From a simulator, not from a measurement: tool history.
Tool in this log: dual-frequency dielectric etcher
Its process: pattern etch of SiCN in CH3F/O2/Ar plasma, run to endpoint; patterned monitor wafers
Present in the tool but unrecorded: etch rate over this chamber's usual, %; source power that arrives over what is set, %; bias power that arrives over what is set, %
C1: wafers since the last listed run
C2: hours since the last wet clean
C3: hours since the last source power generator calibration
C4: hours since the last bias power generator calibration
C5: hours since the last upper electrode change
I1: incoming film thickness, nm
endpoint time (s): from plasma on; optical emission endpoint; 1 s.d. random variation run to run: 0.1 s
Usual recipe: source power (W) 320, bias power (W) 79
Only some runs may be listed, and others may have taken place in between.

{"run": 1, "day": 0.0, "source power (W)": 320, "bias power (W)": 79, "C1": 0, "C2": 413, "C3": 910.7, "C4": 2750.3, "C5": 1396.6, "I1": 7.92, "endpoint time (s)": 20.8}
{"day": 0.725, "done": "wet clean of the chamber"}
{"run": 2, "day": 1.254, "source power (W)": 370, "bias power (W)": 94, "C1": 143, "C2": 12.7, "C3": 940.8, "C4": 2780.4, "C5": 1426.7, "I1": 7.86, "endpoint time (s)": 18.5}
{"run": 3, "day": 2.317, "source power (W)": 370, "bias power (W)": 94, "C1": 289, "C2": 38.2, "C3": 966.3, "C4": 2805.9, "C5": 1452.2, "I1": 7.93, "endpoint time (s)": 18.7}
{"run": 4, "day": 3.388, "source power (W)": 320, "bias power (W)": 79, "C1": 292, "C2": 63.9, "C3": 992, "C4": 2831.6, "C5": 1477.9, "I1": 7.95, "endpoint time (s)": 20.8}
{"run": 5, "day": 4.729, "source power (W)": 320, "bias power (W)": 79, "C1": 366, "C2": 96.1, "C3": 1024.2, "C4": 2863.8, "C5": 1510.1, "I1": 7.99, "endpoint time (s)": 20.8}
{"run": 6, "day": 6.575, "source power (W)": 320, "bias power (W)": 79, "C1": 503, "C2": 140.4, "C3": 1068.5, "C4": 2908.1, "C5": 1554.4, "I1": 7.99, "endpoint time (s)": 20.8}
{"run": 7, "day": 8.608, "source power (W)": 280, "bias power (W)": 92, "C1": 554, "C2": 189.2, "C3": 1117.3, "C4": 2956.9, "C5": 1603.2, "I1": 7.89, "endpoint time (s)": 20.7}
{"run": 8, "day": 9.833, "source power (W)": 280, "bias power (W)": 92, "C1": 334, "C2": 218.6, "C3": 1146.7, "C4": 2986.3, "C5": 1632.6, "I1": 7.87, "endpoint time (s)": 20.6}
{"run": 9, "day": 11.721, "source power (W)": 320, "bias power (W)": 85, "C1": 514, "C2": 263.9, "C3": 1192, "C4": 3031.6, "C5": 1677.9, "I1": 7.98, "endpoint time (s)": 20.3}
{"run": 10, "day": 14.767, "source power (W)": 320, "bias power (W)": 85, "C1": 831, "C2": 337, "C3": 1265.1, "C4": 3104.7, "C5": 1751, "I1": 7.88, "endpoint time (s)": 20.1}
{"day": 16.788, "done": "wet clean of the chamber"}
{"run": 11, "day": 16.808, "source power (W)": 320, "bias power (W)": 85, "C1": 284, "C2": 0.5, "C3": 1314.1, "C4": 3153.7, "C5": 1800, "I1": 7.88, "endpoint time (s)": 20.2}
{"run": 12, "day": 18.508, "source power (W)": 320, "bias power (W)": 92, "C1": 463, "C2": 41.3, "C3": 1354.9, "C4": 3194.5, "C5": 1840.8, "I1": 7.97, "endpoint time (s)": 19.9}
{"run": 13, "day": 20.954, "source power (W)": 320, "bias power (W)": 92, "C1": 667, "C2": 100, "C3": 1413.6, "C4": 3253.2, "C5": 1899.5, "I1": 7.93, "endpoint time (s)": 19.6}
{"run": 14, "day": 24.092, "source power (W)": 320, "bias power (W)": 87, "C1": 856, "C2": 175.3, "C3": 1488.9, "C4": 3328.5, "C5": 1974.8, "I1": 7.88, "endpoint time (s)": 20}
{"run": 15, "day": 26.921, "source power (W)": 320, "bias power (W)": 79, "C1": 771, "C2": 243.2, "C3": 1556.8, "C4": 3396.4, "C5": 2042.7, "I1": 7.95, "endpoint time (s)": 20.9}
{"day": 28.554, "done": "bias power generator calibrated"}
{"run": 16, "day": 29.112, "source power (W)": 320, "bias power (W)": 79, "C1": 552, "C2": 295.8, "C3": 1609.4, "C4": 13.4, "C5": 2095.3, "I1": 7.81, "endpoint time (s)": 20.4}
{"run": 17, "day": 30.779, "source power (W)": 270, "bias power (W)": 86, "C1": 454, "C2": 335.8, "C3": 1649.4, "C4": 53.4, "C5": 2135.3, "I1": 7.91, "endpoint time (s)": 21.3}
{"run": 18, "day": 33.121, "source power (W)": 380, "bias power (W)": 73, "C1": 638, "C2": 392, "C3": 1705.6, "C4": 109.6, "C5": 2191.5, "I1": 7.91, "endpoint time (s)": 19.9}
{"day": 34.458, "done": "wet clean of the chamber"}
{"run": 19, "day": 35.038, "source power (W)": 320, "bias power (W)": 79, "C1": 250, "C2": 13.9, "C3": 1751.6, "C4": 155.6, "C5": 2237.5, "I1": 7.9, "endpoint time (s)": 20.8}
{"run": 20, "day": 36.404, "source power (W)": 320, "bias power (W)": 79, "C1": 372, "C2": 46.7, "C3": 1784.4, "C4": 188.4, "C5": 2270.3, "I1": 7.86, "endpoint time (s)": 20.5}
{"day": 38.471, "done": "upper electrode replaced"}
{"day": 42.125, "done": "source power generator calibrated"}
{"run": 21, "day": 43.188, "source power (W)": 290, "bias power (W)": 74, "C1": 1532, "C2": 209.5, "C3": 25.5, "C4": 351.2, "C5": 113.2, "I1": 7.92, "endpoint time (s)": 22}
{"run": 22, "day": 45.35, "source power (W)": 260, "bias power (W)": 88, "C1": 589, "C2": 261.4, "C3": 77.4, "C4": 403.1, "C5": 165.1, "I1": 7.91, "endpoint time (s)": 21.6}
{"run": 23, "day": 47.638, "source power (W)": 400, "bias power (W)": 94, "C1": 624, "C2": 316.3, "C3": 132.3, "C4": 458, "C5": 220, "I1": 7.84, "endpoint time (s)": 17.9}
{"day": 54.55, "done": "wet clean of the chamber"}
{"run": 24, "day": 55.667, "source power (W)": 390, "bias power (W)": 97, "C1": 1917, "C2": 26.8, "C3": 325, "C4": 650.7, "C5": 412.7, "I1": 7.84, "endpoint time (s)": 17.8}
{"run": 25, "day": 57.462, "source power (W)": 320, "bias power (W)": 91, "C1": 489, "C2": 69.9, "C3": 368.1, "C4": 693.8, "C5": 455.8, "I1": 7.87, "endpoint time (s)": 19.8}
{"run": 26, "day": 58.75, "source power (W)": 370, "bias power (W)": 96, "C1": 351, "C2": 100.8, "C3": 399, "C4": 724.7, "C5": 486.7, "I1": 7.92, "endpoint time (s)": 18.6}

Hidden condition of the tool, last listed run before each entry between runs versus first listed run after:
Runs 1 to 2: wet clean of the chamber (day 0.725)
  both runs share identical hidden conditions
Runs 10 to 11: wet clean of the chamber (day 16.788)
  both runs share identical hidden conditions
Runs 15 to 16: bias power generator calibrated (day 28.554)
  both runs share identical hidden conditions
Runs 18 to 19: wet clean of the chamber (day 34.458)
  both runs share identical hidden conditions
Runs 20 to 21: upper electrode replaced (day 38.471); source power generator calibrated (day 42.125)
  both runs share identical hidden conditions
Runs 23 to 24: wet clean of the chamber (day 54.55)
  both runs share identical hidden conditions
